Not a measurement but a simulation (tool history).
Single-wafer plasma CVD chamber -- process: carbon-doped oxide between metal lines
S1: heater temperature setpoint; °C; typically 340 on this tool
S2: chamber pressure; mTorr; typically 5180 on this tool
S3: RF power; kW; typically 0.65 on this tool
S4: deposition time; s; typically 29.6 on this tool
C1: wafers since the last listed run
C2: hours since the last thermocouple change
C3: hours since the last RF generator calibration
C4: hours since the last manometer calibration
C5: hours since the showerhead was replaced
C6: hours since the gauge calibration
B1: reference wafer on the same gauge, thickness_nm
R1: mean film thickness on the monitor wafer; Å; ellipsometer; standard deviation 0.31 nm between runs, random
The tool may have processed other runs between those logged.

run   hour   S1    S2     S3    S4    C1      C2      C3      C4      C5     C6       B1       R1
  1      0  340  5180   0.59  29.6     0  2348.2  1401.8  1389.7  4441.7  617.1  228.883  1932.08
  2   22.4  340  5180   0.59  29.6   820  2370.6  1424.2  1412.1  4464.1  639.5  229.031  1927.26
      52.5  -- RF generator calibrated
  3   56.6  340  5180   0.59  29.6   959  2404.8     4.1  1446.3  4498.3  673.7  228.958  1929.75
  4   74.3  330  5180   0.65  29.6   648  2422.5    21.8    1464    4516  691.4  228.932  2108.99
  5   98.3  330  5180   0.65  29.6   879  2446.5    45.8    1488    4540  715.4  229.057  2113.04
  6  119.5  330  5180   0.65  29.6   776  2467.7      67  1509.2  4561.2  736.6  228.948  2111.26
     142.2  -- thermocouple changed; heater temperature recalibrated
  7  147.9  340  5180   0.65  29.6   747     5.7    95.4  1537.6  4589.6    765  228.972  2002.03
  8  180.4  340  5180   0.65  29.6  1190    38.2   127.9  1570.1  4622.1  797.5  228.905   1994.9
  9  206.1  340  5180   0.65  29.6   941    63.9   153.6  1595.8  4647.8  823.2  228.919  2001.36
 10  236.4  330  4590   0.65  29.6  1109    94.2   183.9  1626.1  4678.1  853.5  229.129  2039.76
 11  249.9  340  5180   0.54  25.5   494   107.7   197.4  1639.6  4691.6    867  229.075  1568.21
     261.8  -- gauge calibrated
 12  272.1  345  5180   0.54  29.6   813   129.9   219.6  1661.8  4713.8   10.3  229.109  1789.34
 13  304.3  340  5180   0.65  29.6  1179   162.1   251.8    1694    4746   42.5  229.012  2002.49
 14    337  352  6300   0.65  29.6  1197   194.8   284.5  1726.7  4778.7   75.2  228.991  1964.48
 15  362.3  340  5180   0.76  26.5   926   220.1   309.8    1752    4804  100.5  229.006   1946.5
 16  393.6  355  5180  0.615    34  1146   251.4   341.1  1783.3  4835.3  131.8  229.047  2128.53
 17  423.6  354  5180   0.65  29.6  1098   281.4   371.1  1813.3  4865.3  161.8  228.944  1911.56
 18  449.5  340  5180   0.65  26.9   948   307.3     397  1839.2  4891.2  187.7  228.953  1814.87
 19  482.9  340  5180   0.65  29.6  1223   340.7   430.4  1872.6  4924.6  221.1  229.162  2006.42
     493.4  -- capacitance manometer re-zeroed and calibrated
 20  507.1  333  4490   0.65  25.3   593   364.9   454.6    13.7  4948.8  245.3   228.94   1704.3
     523.7  -- showerhead replaced
 21  540.3  352  5180   0.65  34.5   923   398.1   487.8    46.9    16.6  278.5  228.931  2221.33
 22  560.5  340  5180   0.65  29.6   739   418.3     508    67.1    36.8  298.7  228.978   1984.8
 23  604.9  340  5180   0.65  34.1  1626   462.7   552.4   111.5    81.2  343.1      229  2273.77
 24  637.1  355  5180   0.65  28.1  1179   494.9   584.6   143.7   113.4  375.3    228.9  1801.27
 25  666.1  340  5970   0.65  29.6  1062   523.9   613.6   172.7   142.4  404.3  229.023  2027.87
 26  698.1  340  5180   0.65  29.6  1172   555.9   645.6   204.7   174.4  436.3  229.041  1984.21
 27  722.5  327  5180  0.695  29.6   893   580.3     670   229.1   198.8  460.7   229.09  2161.73
 28  744.9  340  5180   0.65  29.6   820   602.7   692.4   251.5   221.2  483.1  229.004  1990.49
 29  775.4  340  5550   0.59  29.6  1117   633.2   722.9     282   251.7  513.6  229.102  1902.88

What differs in the tool's unlogged condition from the final listed run ahead of each entry between runs to the first listed run following it?
Runs 2 to 3: RF generator calibrated (hour 52.5)
  wafer temperature above the value expected at the setpoint (K): -3.73 -> -3.83; true pressure above the setpoint (%): 7.99 -> 8.04
  measured result minus the result with no hidden state, R1: +47.07 -> +47.96 Å
Runs 6 to 7: thermocouple changed; heater temperature recalibrated (hour 142.2)
  wafer temperature above the value expected at the setpoint (K): -4.03 -> 0.457; true pressure above the setpoint (%): 8.12 -> 8.15
  measured result minus the result with no hidden state, R1: +57.45 -> +19.89 Å
Runs 11 to 12: gauge calibrated (hour 261.8)
  wafer temperature above the value expected at the setpoint (K): 0.45 -> 0.447; true pressure above the setpoint (%): 8.26 -> 8.28
  measured result minus the result with no hidden state, R1: +15.81 -> +18.15 Å
Runs 19 to 20: capacitance manometer re-zeroed and calibrated (hour 493.4)
  wafer temperature above the value expected at the setpoint (K): 0.382 -> 0.371; true pressure above the setpoint (%): 8.45 -> 1.09
  measured result minus the result with no hidden state, R1: +21.1 -> +0.5 Å
Runs 20 to 21: showerhead replaced (hour 523.7)
  wafer temperature above the value expected at the setpoint (K): 0.371 -> 0.355; true pressure above the setpoint (%): 1.09 -> 1.51
  measured result minus the result with no hidden state, R1: +0.5 -> +3.01 Å
